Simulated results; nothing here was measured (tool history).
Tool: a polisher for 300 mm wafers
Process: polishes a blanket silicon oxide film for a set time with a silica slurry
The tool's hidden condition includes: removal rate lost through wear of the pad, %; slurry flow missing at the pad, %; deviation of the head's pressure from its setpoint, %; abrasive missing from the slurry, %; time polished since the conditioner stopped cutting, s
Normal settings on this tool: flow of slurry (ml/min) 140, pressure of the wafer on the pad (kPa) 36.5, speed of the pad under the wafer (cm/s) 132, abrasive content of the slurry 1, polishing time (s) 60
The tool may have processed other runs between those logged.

run,hour,flow of slurry (ml/min),pressure of the wafer on the pad (kPa),speed of the pad under the wafer (cm/s),abrasive content of the slurry,polishing time (s),wafers since the last listed run,wafers polished on this pad,hours since the slurry nozzle was cleaned,hours since the head pressure was calibrated,hours since the slurry blender was calibrated,hours since the conditioning disc was replaced,"incoming thickness of the incoming film, nm",film removed (Å)
1,0,140,36.5,132,1,60,0,1030,337.8,776.8,116,126.1,1158.5,2666
2,34.9,140,36.5,132,1,60,428,1459,372.7,811.7,150.9,161,1176.1,2693
3,51.4,140,36.5,132,1,60,202,1661,389.2,828.2,167.4,177.5,1181.2,2642
4,79.2,140,36.5,160,1,60,341,2002,417,856,195.2,205.3,1156.9,3072
# hour 87.8: worn pad replaced by a new one
5,91.5,140,36.5,160,1,60,101,45,429.3,868.3,207.5,217.6,1149.9,2950
6,107,140,36.5,132,1,60,190,235,444.8,883.8,223,233.1,1141.5,2573
# hour 133.3: conditioning disc replaced and pad reconditioned
7,140.3,140,36.5,132,0.85,60,383,619,478.1,917.1,256.3,7,1166.7,2350
# hour 154.7: slurry blender recalibrated
8,161.8,140,36.5,132,0.85,60,239,858,499.6,938.6,7.1,28.5,1139.4,2663
# hour 174: slurry nozzle cleaned
9,209.4,140,36.5,132,0.75,60,571,1430,35.4,986.2,54.7,76.1,1161.1,2415
10,237.1,140,36.5,132,1,60,339,1770,63.1,1013.9,82.4,103.8,1158.1,2741
11,260.9,105,36.5,158,1,60,291,2062,86.9,1037.7,106.2,127.6,1170,2919
# hour 282.7: worn pad replaced by a new one
12,295.4,140,36.5,166,1,60,374,155,121.4,1072.2,140.7,162.1,1155.2,3176
13,314.8,140,36.5,144,1,48,237,393,140.8,1091.6,160.1,181.5,1159.3,2166
14,328.9,155,36.5,132,1,60,172,566,154.9,1105.7,174.2,195.6,1172.8,2599
# hour 348.6: head pressure recalibrated
15,360.9,105,42.1,132,0.75,60,368,934,186.9,12.3,206.2,227.6,1149.8,2442
# hour 369.9: slurry blender recalibrated
# hour 392.4: conditioning disc replaced and pad reconditioned
# hour 438.8: worn pad replaced by a new one
16,461.2,125,36.5,144,1,60,1132,274,287.2,112.6,91.3,68.8,1168.5,2799
17,475.4,165,36.5,132,1.2,60,174,449,301.4,126.8,105.5,83,1153.1,2865
18,507.9,165,31,132,1.1,60,398,847,333.9,159.3,138,115.5,1141.7,2436
19,528.2,140,36.5,132,1,60,249,1096,354.2,179.6,158.3,135.8,1139.9,2588
20,563.4,140,36.5,132,1,60,431,1528,389.4,214.8,193.5,171,1153.2,2590
21,578.5,160,36.5,132,1.1,60,185,1713,404.5,229.9,208.6,186.1,1184,2669
# hour 580.9: slurry blender recalibrated
22,598.8,140,36.5,102,1.25,40,224,1938,424.8,250.2,17.9,206.4,1155.5,1660
# hour 610.2: slurry nozzle cleaned
# hour 619.2: worn pad replaced by a new one
23,633,140,36.5,112,1,60,358,169,22.8,284.4,52.1,240.6,1179.5,2432
24,647.5,140,36.5,94,1.25,72,177,347,37.3,298.9,66.6,255.1,1169,2716
25,668.2,140,26.9,132,0.75,60,253,601,58,319.6,87.3,275.8,1142.9,1873
26,689,140,36.5,132,1,60,255,856,78.8,340.4,108.1,296.6,1167.5,2693

Each row is a separate what-if for the run after 26, all from the same tool condition, not one after another. Results?
A,689.4,140,36.5,92,1,60,4,861,79.2,340.8,108.5,297,1168.8,?
B,689.4,175,36.5,132,1,49,4,861,79.2,340.8,108.5,297,1168.8,?
C,689.4,100,36.5,148,1,52,4,861,79.2,340.8,108.5,297,1168.8,?

run,film removed (Å)
A,1996
B,2234
C,2409
With no hidden state in the tool, these same runs would have given:
run,film removed (Å)
A,2085
B,2334
C,2517

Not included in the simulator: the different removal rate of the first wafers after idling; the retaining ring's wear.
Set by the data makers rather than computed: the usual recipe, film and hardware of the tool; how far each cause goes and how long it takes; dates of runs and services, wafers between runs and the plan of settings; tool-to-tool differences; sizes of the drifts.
